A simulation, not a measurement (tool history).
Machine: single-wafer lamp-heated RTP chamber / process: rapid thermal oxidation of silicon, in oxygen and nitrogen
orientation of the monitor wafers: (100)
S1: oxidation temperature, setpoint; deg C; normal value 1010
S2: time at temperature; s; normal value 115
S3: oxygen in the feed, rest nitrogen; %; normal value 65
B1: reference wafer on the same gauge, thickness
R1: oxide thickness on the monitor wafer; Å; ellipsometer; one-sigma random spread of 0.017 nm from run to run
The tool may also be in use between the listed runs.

{"run": 1, "hour": 0.0, "S1": 1010, "S2": 133, "S3": 65, "B1": 8.29, "R1": 82.06}
{"run": 2, "hour": 12.3, "S1": 1010, "S2": 133, "S3": 65, "B1": 8.291, "R1": 82.25}
{"run": 3, "hour": 44.2, "S1": 1010, "S2": 133, "S3": 65, "B1": 8.289, "R1": 81.76}
{"run": 4, "hour": 69.0, "S1": 1010, "S2": 115, "S3": 65, "B1": 8.288, "R1": 76.89}
{"run": 5, "hour": 101.4, "S1": 1010, "S2": 115, "S3": 65, "B1": 8.289, "R1": 76.9}
{"run": 6, "hour": 119.7, "S1": 1010, "S2": 115, "S3": 65, "B1": 8.29, "R1": 76.99}
{"run": 7, "hour": 140.4, "S1": 1010, "S2": 115, "S3": 65, "B1": 8.29, "R1": 77.14}
{"run": 8, "hour": 168.6, "S1": 1010, "S2": 115, "S3": 65, "B1": 8.288, "R1": 77.05}
{"run": 9, "hour": 193.2, "S1": 1010, "S2": 115, "S3": 65, "B1": 8.293, "R1": 76.99}
{"run": 10, "hour": 212.8, "S1": 1010, "S2": 115, "S3": 65, "B1": 8.29, "R1": 77.39}
{"run": 11, "hour": 231.2, "S1": 1010, "S2": 115, "S3": 65, "B1": 8.286, "R1": 77.48}
{"run": 12, "hour": 256.2, "S1": 1010, "S2": 115, "S3": 65, "B1": 8.291, "R1": 77.44}
{"run": 13, "hour": 288.4, "S1": 1010, "S2": 81, "S3": 65, "B1": 8.293, "R1": 66.11}
{"run": 14, "hour": 305.4, "S1": 1010, "S2": 115, "S3": 65, "B1": 8.287, "R1": 77.74}
{"hour": 331.3, "done": "pyrometer window cleaned and pyrometer calibrated"}
{"run": 15, "hour": 331.8, "S1": 1010, "S2": 94, "S3": 65, "B1": 8.293, "R1": 69.01}
{"run": 16, "hour": 354.9, "S1": 1025, "S2": 158, "S3": 65, "B1": 8.29, "R1": 97.69}
{"run": 17, "hour": 378.8, "S1": 1010, "S2": 115, "S3": 78, "B1": 8.292, "R1": 80.62}
{"run": 18, "hour": 409.4, "S1": 1010, "S2": 115, "S3": 55, "B1": 8.289, "R1": 71.41}
{"run": 19, "hour": 434.7, "S1": 1010, "S2": 98, "S3": 85, "B1": 8.286, "R1": 77.73}
{"hour": 458.9, "done": "oxygen flow controller replaced"}
{"run": 20, "hour": 505.9, "S1": 1010, "S2": 115, "S3": 65, "B1": 8.291, "R1": 76.06}
{"hour": 507.8, "done": "gauge calibrated"}
{"run": 21, "hour": 539.7, "S1": 1010, "S2": 115, "S3": 65, "B1": 8.289, "R1": 76.65}
{"run": 22, "hour": 556.0, "S1": 1025, "S2": 63, "S3": 65, "B1": 8.29, "R1": 65.16}
{"run": 23, "hour": 583.3, "S1": 1025, "S2": 157, "S3": 46, "B1": 8.288, "R1": 86.7}
{"run": 24, "hour": 602.2, "S1": 1039, "S2": 115, "S3": 75, "B1": 8.292, "R1": 98.98}
{"run": 25, "hour": 690.7, "S1": 1002, "S2": 115, "S3": 65, "B1": 8.291, "R1": 72.53}
{"run": 26, "hour": 723.8, "S1": 1040, "S2": 172, "S3": 91, "B1": 8.291, "R1": 130.12}
{"run": 27, "hour": 744.8, "S1": 981, "S2": 80, "S3": 57, "B1": 8.292, "R1": 50.75}

Alternative continuations, all from the tool just after run 27; predict every row:
{"run": "A", "hour": 745.3, "S1": 1010, "S2": 115, "S3": 65, "B1": "?", "R1": "?"}
{"run": "B", "hour": 745.3, "S1": 1002, "S2": 154, "S3": 37, "B1": "?", "R1": "?"}
{"run": "C", "hour": 745.3, "S1": 1033, "S2": 157, "S3": 45, "B1": "?", "R1": "?"}

run=A B1=8.291 R1=77.31
run=B B1=8.291 R1=68.24
run=C B1=8.291 R1=92.09
Without the tool's hidden state the same runs would have given:
run=A R1=75.62
run=B R1=66.75
run=C R1=90.13
